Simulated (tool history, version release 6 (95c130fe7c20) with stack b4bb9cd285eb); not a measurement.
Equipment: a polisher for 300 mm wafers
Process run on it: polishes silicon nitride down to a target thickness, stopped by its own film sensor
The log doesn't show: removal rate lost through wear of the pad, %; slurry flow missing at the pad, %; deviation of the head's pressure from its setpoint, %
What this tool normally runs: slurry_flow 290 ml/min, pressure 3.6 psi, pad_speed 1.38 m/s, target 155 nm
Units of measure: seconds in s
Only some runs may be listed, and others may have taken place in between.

run	hour	slurry_flow	pressure	pad_speed	target	wafers since the last listed run	wafers polished on this pad	hours since the slurry nozzle was cleaned	hours since the head pressure was calibrated	incoming thickness of the incoming film, nm	seconds
1	0	290	2.8	1.38	155	0	2410	112.3	182.4	404.5	138
# hour 7.6: worn pad replaced by a new one
2	60.1	290	2.8	1.38	155	528	493	172.4	242.5	406.5	136.7
3	110.8	290	3.6	1.38	155	477	970	223.1	293.2	411.6	109.1
4	166.5	290	3.6	1.38	155	524	1495	278.8	348.9	409.5	107.6
5	209.6	265	3.6	1.16	155	405	1901	321.9	392	411	125.5
# hour 283.1: worn pad replaced by a new one
6	283.6	265	3.6	1.38	88	658	4	395.9	466	410	135
7	383.9	325	4.4	1.38	155	944	948	496.2	566.3	408	85.2
8	431.2	290	3.6	1.38	155	445	1393	543.5	613.6	416.2	108.4
9	517.3	290	3.6	1.38	155	810	2204	629.6	699.7	409.9	102.5
# hour 525.4: worn pad replaced by a new one
# hour 540.1: head pressure recalibrated
10	592.5	325	4.4	1.38	205	651	612	704.8	52.4	409.9	72.2
11	689.5	290	3.6	1.38	155	913	1525	801.8	149.4	406.6	108
# hour 703.8: slurry nozzle cleaned
# hour 742.6: worn pad replaced by a new one
12	783	340	4.3	1.2	86	833	380	79.2	242.9	410.3	125
13	882	290	3.6	1.38	155	931	1312	178.2	341.9	406	105.3
14	934.3	225	3.6	1.38	81	492	1804	230.5	394.2	410.1	142.7
# hour 988.9: worn pad replaced by a new one
15	1029.2	290	3.6	1.38	155	855	379	325.4	489.1	402.6	104.7
16	1120.6	265	3.6	1.16	155	860	1240	416.8	580.5	402.1	119.9
# hour 1134.4: head pressure recalibrated
17	1157.3	290	4.5	1.38	155	326	1566	453.5	22.9	407.9	86.6
18	1195	325	3.6	1.06	88	354	1921	491.2	60.6	413.7	171.8

Run 19 has not been measured yet. What should we expect?
19	1237.4	290	4.7	1.64	199	399	2320	533.6	103	408.4	?

Run 19 produced seconds 59.8 s.
Take away the tool's hidden state, keep the run-to-run variation as it was, and the same run would have given seconds 60.9 s.
